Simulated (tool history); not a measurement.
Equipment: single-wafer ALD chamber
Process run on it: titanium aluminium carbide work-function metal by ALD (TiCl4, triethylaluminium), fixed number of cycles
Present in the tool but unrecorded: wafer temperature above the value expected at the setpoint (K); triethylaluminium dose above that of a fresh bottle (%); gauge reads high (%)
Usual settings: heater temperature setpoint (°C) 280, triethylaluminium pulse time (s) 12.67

run	day	heater temperature setpoint (°C)	triethylaluminium pulse time (s)	wafers since the last listed run	hours since the last thermocouple change	hours since the last triethylaluminium bottle change	hours since the showerhead was replaced	hours since the gauge calibration	read-back reference wafer on the same gauge, thickness_nm	mean film thickness on the monitor wafer (Å)
1	0.000	280	12.67	0	734.9	8.1	5242.2	335.0	2.153	18.51
2	0.400	280	12.67	58	744.5	17.7	5251.8	344.6	2.151	18.54
3	0.975	280	12.67	84	758.3	31.5	5265.6	358.4	2.153	18.42
4	1.546	280	10.64	83	772.0	45.2	5279.3	372.1	2.147	18.20
5	2.062	280	12.67	75	784.4	57.6	5291.7	384.5	2.149	18.35
6	2.338	280	12.67	40	791.0	64.2	5298.3	391.1	2.151	18.45
# day 3.112: showerhead replaced
7	3.133	280	12.67	67	810.1	83.3	0.5	410.2	2.151	18.38
8	3.671	280	12.67	78	823.0	96.2	13.4	423.1	2.152	18.46
9	4.275	268	10.76	88	837.5	110.7	27.9	437.6	2.149	17.10
10	4.925	269	17.28	94	853.1	126.3	43.5	453.2	2.147	17.65
# day 5.304: gauge calibrated
11	5.542	267	8.59	90	867.9	141.1	58.3	5.7	2.152	16.35
12	5.796	286	16.33	37	874.0	147.2	64.4	11.8	2.151	19.22
13	6.083	285	11.25	42	880.9	154.1	71.3	18.7	2.149	18.87
14	6.825	267	16.77	108	898.7	171.9	89.1	36.5	2.150	17.37
15	7.508	280	10.11	99	915.1	188.3	105.5	52.9	2.150	18.08
16	7.846	268	11.05	49	923.2	196.4	113.6	61.0	2.152	17.11
17	8.558	268	10.76	104	940.3	213.5	130.7	78.1	2.151	17.02
18	8.858	280	12.67	43	947.5	220.7	137.9	85.3	2.152	18.45
19	9.346	293	9.52	71	959.2	232.4	149.6	97.0	2.149	19.13
20	9.679	291	11.11	48	967.2	240.4	157.6	105.0	2.151	19.27
21	10.162	274	10.81	70	978.8	252.0	169.2	116.6	2.148	17.65
# day 10.712: thermocouple changed; heater temperature recalibrated
22	10.767	280	12.67	39	1.3	266.5	183.7	131.1	2.150	18.41
23	11.221	280	12.67	66	12.2	277.4	194.6	142.0	2.149	18.46
24	11.938	280	12.67	104	29.4	294.6	211.8	159.2	2.149	18.45
25	12.558	280	14.04	90	44.3	309.5	226.7	174.1	2.149	18.49
26	13.083	293	9.99	76	56.9	322.1	239.3	186.7	2.154	19.17
27	13.558	273	12.67	69	68.3	333.5	250.7	198.1	2.151	17.75
28	14.138	280	12.67	84	82.2	347.4	264.6	212.0	2.149	18.38
29	14.858	280	12.67	105	99.5	364.7	281.9	229.3	2.149	18.40
30	15.504	295	14.51	94	115.0	380.2	297.4	244.8	2.150	20.00
31	16.217	273	9.18	104	132.1	397.3	314.5	261.9	2.148	17.01
32	16.512	286	12.67	43	139.2	404.4	321.6	269.0	2.150	18.96

Had the tool no unlogged condition, and each run kept its random variation, what would the results have been?
run	mean film thickness on the monitor wafer (Å)
1	18.52
2	18.55
3	18.43
4	18.22
5	18.37
6	18.47
7	18.40
8	18.48
9	17.15
10	17.66
11	16.44
12	19.23
13	18.92
14	17.38
15	18.16
16	17.17
17	17.09
18	18.50
19	19.26
20	19.36
21	17.74
22	18.47
23	18.53
24	18.51
25	18.54
26	19.33
27	17.83
28	18.46
29	18.48
30	20.06
31	17.22
32	19.06
